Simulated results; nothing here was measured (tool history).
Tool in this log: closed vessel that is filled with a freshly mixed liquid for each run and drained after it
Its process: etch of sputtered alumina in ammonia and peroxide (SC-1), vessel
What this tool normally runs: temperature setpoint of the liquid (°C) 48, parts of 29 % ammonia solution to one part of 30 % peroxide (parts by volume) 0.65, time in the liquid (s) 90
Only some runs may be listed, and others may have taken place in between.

| run | hour | temperature setpoint of the liquid (°C) | parts of 29 % ammonia solution to one part of 30 % peroxide (parts by volume) | time in the liquid (s) | wafers since the last listed run | hours since the thermometer was replaced | hours since the ammonia flow meter was replaced | hours since the drum of ammonia solution was connected | hours since the gauge calibration | read-back film thickness of the sputtered alumina reference wafer, read on the same gauge (nm) | thickness taken off the sputtered alumina on a monitor wafer (nm) |
|---|---|---|---|---|---|---|---|---|---|---|---|
| 1 | 0 | 48 | 0.65 | 90 | 0 | 1688.8 | 1713.3 | 293.8 | 673.3 | 50 | 5.51 |
| 2 | 29.6 | 48 | 0.65 | 90 | 1951 | 1718.4 | 1742.9 | 323.4 | 702.9 | 50.04 | 5.5 |
| 3 | 41.7 | 48 | 0.65 | 90 | 797 | 1730.5 | 1755 | 335.5 | 715 | 49.96 | 5.53 |
| 4 | 71 | 41 | 0.65 | 90 | 1931 | 1759.8 | 1784.3 | 364.8 | 744.3 | 50 | 3.71 |
| 5 | 98.5 | 41 | 0.65 | 90 | 1813 | 1787.3 | 1811.8 | 392.3 | 771.8 | 50.01 | 3.72 |
| 6 | 112.7 | 51.5 | 0.5 | 90 | 936 | 1801.5 | 1826 | 406.5 | 786 | 50.01 | 6.53 |
| 7 | 128.7 | 48 | 0.65 | 90 | 1054 | 1817.5 | 1842 | 422.5 | 802 | 50 | 5.52 |
| 8 | 147 | 48 | 0.65 | 90 | 1206 | 1835.8 | 1860.3 | 440.8 | 820.3 | 50.03 | 5.51 |
| 9 | 173.2 | 48 | 0.65 | 130 | 1727 | 1862 | 1886.5 | 467 | 846.5 | 50.02 | 8.01 |
|  | 182.9 | gauge calibrated |
| 10 | 197.7 | 48 | 0.65 | 130 | 1615 | 1886.5 | 1911 | 491.5 | 14.8 | 49.96 | 8.03 |
|  | 226.1 | new drum of ammonia solution connected |
| 11 | 227.7 | 48 | 0.65 | 90 | 1912 | 1916.5 | 1941 | 1.6 | 44.8 | 49.99 | 5.57 |
| 12 | 243 | 48 | 0.5 | 40 | 1008 | 1931.8 | 1956.3 | 16.9 | 60.1 | 50 | 2.41 |
| 13 | 275.6 | 48 | 0.65 | 90 | 2149 | 1964.4 | 1988.9 | 49.5 | 92.7 | 49.98 | 5.57 |
|  | 287 | ammonia flow meter replaced |
| 14 | 310.9 | 43 | 0.75 | 45 | 2261 | 1999.7 | 23.9 | 84.8 | 128 | 50 | 2.14 |
| 15 | 329.4 | 54.5 | 0.35 | 135 | 1219 | 2018.2 | 42.4 | 103.3 | 146.5 | 50 | 11.22 |
| 16 | 342.1 | 40.5 | 0.45 | 140 | 837 | 2030.9 | 55.1 | 116 | 159.2 | 50.02 | 5.49 |
| 17 | 371.6 | 48 | 0.65 | 90 | 1945 | 2060.4 | 84.6 | 145.5 | 188.7 | 49.99 | 5.62 |
| 18 | 404 | 48 | 0.4 | 115 | 2136 | 2092.8 | 117 | 177.9 | 221.1 | 50.02 | 6.89 |
| 19 | 430.3 | 44 | 0.45 | 90 | 1734 | 2119.1 | 143.3 | 204.2 | 247.4 | 50.01 | 4.36 |
|  | 445.6 | thermometer replaced |
| 20 | 450.6 | 48 | 0.65 | 90 | 1272 | 5 | 163.6 | 224.5 | 267.7 | 49.98 | 5.07 |
| 21 | 465.2 | 43 | 0.85 | 90 | 962 | 19.6 | 178.2 | 239.1 | 282.3 | 49.97 | 3.96 |
| 22 | 500.4 | 48 | 0.65 | 90 | 2320 | 54.8 | 213.4 | 274.3 | 317.5 | 49.99 | 5.12 |
| 23 | 569.5 | 45 | 0.5 | 90 | 4556 | 123.9 | 282.5 | 343.4 | 386.6 | 50 | 4.22 |
| 24 | 638.7 | 40.5 | 0.95 | 145 | 4562 | 193.1 | 351.7 | 412.6 | 455.8 | 50.04 | 5.62 |
| 25 | 653.4 | 48 | 0.9 | 130 | 969 | 207.8 | 366.4 | 427.3 | 470.5 | 49.98 | 7.63 |
| 26 | 684.7 | 48 | 0.65 | 90 | 2063 | 239.1 | 397.7 | 458.6 | 501.8 | 50.02 | 5.18 |
| 27 | 714.6 | 48 | 0.65 | 90 | 1971 | 269 | 427.6 | 488.5 | 531.7 | 49.95 | 5.15 |
|  | 726.6 | new drum of ammonia solution connected |
| 28 | 735.2 | 48 | 0.65 | 40 | 1292 | 289.6 | 448.2 | 8.6 | 552.3 | 50 | 2.31 |

Here are 4 independent what-if runs from the current tool condition. What would each one return?
| A | 735.9 | 48 | 0.65 | 145 | 46 | 290.3 | 448.9 | 9.3 | 553 | ? | ? |
| B | 735.9 | 53 | 0.85 | 90 | 46 | 290.3 | 448.9 | 9.3 | 553 | ? | ? |
| C | 735.9 | 42.5 | 0.65 | 90 | 46 | 290.3 | 448.9 | 9.3 | 553 | ? | ? |
| D | 735.9 | 43 | 0.85 | 60 | 46 | 290.3 | 448.9 | 9.3 | 553 | ? | ? |

| run | read-back film thickness of the sputtered alumina reference wafer, read on the same gauge (nm) | thickness taken off the sputtered alumina on a monitor wafer (nm) |
|---|---|---|
| A | 50.01 | 8.34 |
| B | 50.01 | 6.98 |
| C | 50.01 | 3.79 |
| D | 50.01 | 2.67 |
What these runs would have given with no unlogged condition in the tool:
| run | thickness taken off the sputtered alumina on a monitor wafer (nm) |
|---|---|
| A | 8.03 |
| B | 6.73 |
| C | 3.65 |
| D | 2.57 |
